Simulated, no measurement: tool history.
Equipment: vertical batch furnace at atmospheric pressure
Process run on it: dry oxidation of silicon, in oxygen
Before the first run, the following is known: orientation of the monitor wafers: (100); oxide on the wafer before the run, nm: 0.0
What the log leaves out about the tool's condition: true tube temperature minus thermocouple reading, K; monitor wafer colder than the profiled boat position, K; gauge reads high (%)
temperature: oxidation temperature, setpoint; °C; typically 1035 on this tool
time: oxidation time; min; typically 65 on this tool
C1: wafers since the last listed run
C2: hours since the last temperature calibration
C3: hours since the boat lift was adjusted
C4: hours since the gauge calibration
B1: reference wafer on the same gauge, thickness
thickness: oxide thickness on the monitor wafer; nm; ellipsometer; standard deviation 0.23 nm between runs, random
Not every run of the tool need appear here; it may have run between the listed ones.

{"run": 1, "day": 0.0, "temperature": 1035, "time": 65, "C1": 0, "C2": 4408.2, "C3": 1773.3, "C4": 601, "B1": 81.17, "thickness": 78.29}
{"run": 2, "day": 2.05, "temperature": 1050, "time": 43, "C1": 664, "C2": 4457.4, "C3": 1822.5, "C4": 650.2, "B1": 81.25, "thickness": 68.52}
{"run": 3, "day": 2.583, "temperature": 1050, "time": 43, "C1": 173, "C2": 4470.2, "C3": 1835.3, "C4": 663, "B1": 81.17, "thickness": 68.47}
{"run": 4, "day": 3.5, "temperature": 1035, "time": 65, "C1": 297, "C2": 4492.2, "C3": 1857.3, "C4": 685, "B1": 81.14, "thickness": 78.13}
{"run": 5, "day": 4.3, "temperature": 1035, "time": 65, "C1": 259, "C2": 4511.4, "C3": 1876.5, "C4": 704.2, "B1": 81.14, "thickness": 77.86}
{"day": 4.646, "done": "gauge calibrated"}
{"run": 6, "day": 4.825, "temperature": 1035, "time": 65, "C1": 170, "C2": 4524, "C3": 1889.1, "C4": 4.3, "B1": 81.25, "thickness": 78.06}
{"run": 7, "day": 5.221, "temperature": 1027, "time": 65, "C1": 128, "C2": 4533.5, "C3": 1898.6, "C4": 13.8, "B1": 81.14, "thickness": 72.55}
{"day": 6.242, "done": "thermocouples replaced and temperature profile calibrated"}
{"run": 8, "day": 6.262, "temperature": 1027, "time": 65, "C1": 13, "C2": 0.5, "C3": 1923.6, "C4": 38.8, "B1": 81.19, "thickness": 72.5}
{"run": 9, "day": 6.55, "temperature": 1027, "time": 65, "C1": 93, "C2": 7.4, "C3": 1930.5, "C4": 45.7, "B1": 81.25, "thickness": 72.35}
{"run": 10, "day": 7.454, "temperature": 1035, "time": 65, "C1": 293, "C2": 29.1, "C3": 1952.2, "C4": 67.4, "B1": 81.13, "thickness": 77.89}
{"day": 8.883, "done": "boat lift adjusted"}
{"run": 11, "day": 8.904, "temperature": 1035, "time": 65, "C1": 145, "C2": 63.9, "C3": 0.5, "C4": 102.2, "B1": 81.21, "thickness": 80.73}
{"run": 12, "day": 9.129, "temperature": 1035, "time": 65, "C1": 72, "C2": 69.3, "C3": 5.9, "C4": 107.6, "B1": 81.12, "thickness": 80.45}
{"run": 13, "day": 11.571, "temperature": 1035, "time": 65, "C1": 792, "C2": 127.9, "C3": 64.5, "C4": 166.2, "B1": 81.22, "thickness": 80.29}
{"run": 14, "day": 12.396, "temperature": 1035, "time": 65, "C1": 267, "C2": 147.7, "C3": 84.3, "C4": 186, "B1": 81.2, "thickness": 80.01}
{"run": 15, "day": 13.046, "temperature": 1035, "time": 65, "C1": 210, "C2": 163.3, "C3": 99.9, "C4": 201.6, "B1": 81.18, "thickness": 80.21}
{"run": 16, "day": 13.396, "temperature": 1015, "time": 53.5, "C1": 113, "C2": 171.7, "C3": 108.3, "C4": 210, "B1": 81.19, "thickness": 58.98}
{"run": 17, "day": 14.029, "temperature": 1052, "time": 65, "C1": 205, "C2": 186.9, "C3": 123.5, "C4": 225.2, "B1": 81.16, "thickness": 92.23}
{"run": 18, "day": 14.75, "temperature": 1045, "time": 65, "C1": 233, "C2": 204.2, "C3": 140.8, "C4": 242.5, "B1": 81.23, "thickness": 87.22}
{"run": 19, "day": 15.667, "temperature": 1042, "time": 48.5, "C1": 297, "C2": 226.2, "C3": 162.8, "C4": 264.5, "B1": 81.18, "thickness": 70.28}
{"run": 20, "day": 16.4, "temperature": 1017, "time": 97, "C1": 237, "C2": 243.8, "C3": 180.4, "C4": 282.1, "B1": 81.17, "thickness": 88.77}
{"run": 21, "day": 16.917, "temperature": 1018, "time": 65, "C1": 167, "C2": 256.2, "C3": 192.8, "C4": 294.5, "B1": 81.2, "thickness": 68.23}
{"run": 22, "day": 17.488, "temperature": 1050, "time": 37.5, "C1": 185, "C2": 269.9, "C3": 206.5, "C4": 308.2, "B1": 81.24, "thickness": 64.29}
{"run": 23, "day": 18.333, "temperature": 1035, "time": 54.5, "C1": 274, "C2": 290.2, "C3": 226.8, "C4": 328.5, "B1": 81.25, "thickness": 70.95}
{"run": 24, "day": 18.933, "temperature": 1027, "time": 88.5, "C1": 194, "C2": 304.6, "C3": 241.2, "C4": 342.9, "B1": 81.2, "thickness": 90.94}
{"run": 25, "day": 19.746, "temperature": 1012, "time": 92.5, "C1": 263, "C2": 324.1, "C3": 260.7, "C4": 362.4, "B1": 81.29, "thickness": 81.16}
{"run": 26, "day": 20.496, "temperature": 1054, "time": 49, "C1": 243, "C2": 342.1, "C3": 278.7, "C4": 380.4, "B1": 81.18, "thickness": 78.4}
{"run": 27, "day": 20.817, "temperature": 1010, "time": 42, "C1": 104, "C2": 349.8, "C3": 286.4, "C4": 388.1, "B1": 81.19, "thickness": 48.13}
{"run": 28, "day": 21.512, "temperature": 1051, "time": 43.5, "C1": 225, "C2": 366.5, "C3": 303.1, "C4": 404.8, "B1": 81.21, "thickness": 70.79}
{"run": 29, "day": 22.258, "temperature": 1035, "time": 65, "C1": 241, "C2": 384.4, "C3": 321, "C4": 422.7, "B1": 81.18, "thickness": 79.73}
{"run": 30, "day": 22.658, "temperature": 1035, "time": 65, "C1": 129, "C2": 394, "C3": 330.6, "C4": 432.3, "B1": 81.21, "thickness": 79.24}
{"run": 31, "day": 23.167, "temperature": 1019, "time": 65, "C1": 164, "C2": 406.2, "C3": 342.8, "C4": 444.5, "B1": 81.16, "thickness": 68.57}
{"run": 32, "day": 24.092, "temperature": 1035, "time": 65, "C1": 300, "C2": 428.4, "C3": 365, "C4": 466.7, "B1": 81.14, "thickness": 79.38}
{"run": 33, "day": 24.446, "temperature": 1035, "time": 65, "C1": 114, "C2": 436.9, "C3": 373.5, "C4": 475.2, "B1": 81.15, "thickness": 79.33}
{"run": 34, "day": 25.317, "temperature": 1035, "time": 38, "C1": 282, "C2": 457.8, "C3": 394.4, "C4": 496.1, "B1": 81.28, "thickness": 56.45}
{"run": 35, "day": 25.658, "temperature": 1035, "time": 65, "C1": 110, "C2": 466, "C3": 402.6, "C4": 504.3, "B1": 81.17, "thickness": 79.55}
{"run": 36, "day": 26.342, "temperature": 1028, "time": 83.5, "C1": 221, "C2": 482.4, "C3": 419, "C4": 520.7, "B1": 81.18, "thickness": 87.77}
{"run": 37, "day": 26.762, "temperature": 1044, "time": 65, "C1": 136, "C2": 492.5, "C3": 429.1, "C4": 530.8, "B1": 81.19, "thickness": 85.73}
{"run": 38, "day": 27.692, "temperature": 1048, "time": 35, "C1": 301, "C2": 514.8, "C3": 451.4, "C4": 553.1, "B1": 81.16, "thickness": 60.12}

Forecast each of these 5 alternatives for the next run:
{"run": "A", "day": 27.921, "temperature": 1035, "time": 65, "C1": 74, "C2": 520.3, "C3": 456.9, "C4": 558.6, "B1": "?", "thickness": "?"}
{"run": "B", "day": 27.921, "temperature": 1042, "time": 53, "C1": 74, "C2": 520.3, "C3": 456.9, "C4": 558.6, "B1": "?", "thickness": "?"}
{"run": "C", "day": 27.921, "temperature": 1051, "time": 47.5, "C1": 74, "C2": 520.3, "C3": 456.9, "C4": 558.6, "B1": "?", "thickness": "?"}
{"run": "D", "day": 27.921, "temperature": 1014, "time": 51, "C1": 74, "C2": 520.3, "C3": 456.9, "C4": 558.6, "B1": "?", "thickness": "?"}
{"run": "E", "day": 27.921, "temperature": 1035, "time": 97.5, "C1": 74, "C2": 520.3, "C3": 456.9, "C4": 558.6, "B1": "?", "thickness": "?"}

run=A B1=81.16 thickness=79.2
run=B B1=81.16 thickness=73.82
run=C B1=81.16 thickness=74.38
run=D B1=81.16 thickness=55.93
run=E B1=81.16 thickness=103.49
Take away the tool's hidden state, keep each run's random variation, and the runs would have read:
run=A thickness=80.97
run=B thickness=75.44
run=C thickness=75.97
run=D thickness=57.25
run=E thickness=105.76

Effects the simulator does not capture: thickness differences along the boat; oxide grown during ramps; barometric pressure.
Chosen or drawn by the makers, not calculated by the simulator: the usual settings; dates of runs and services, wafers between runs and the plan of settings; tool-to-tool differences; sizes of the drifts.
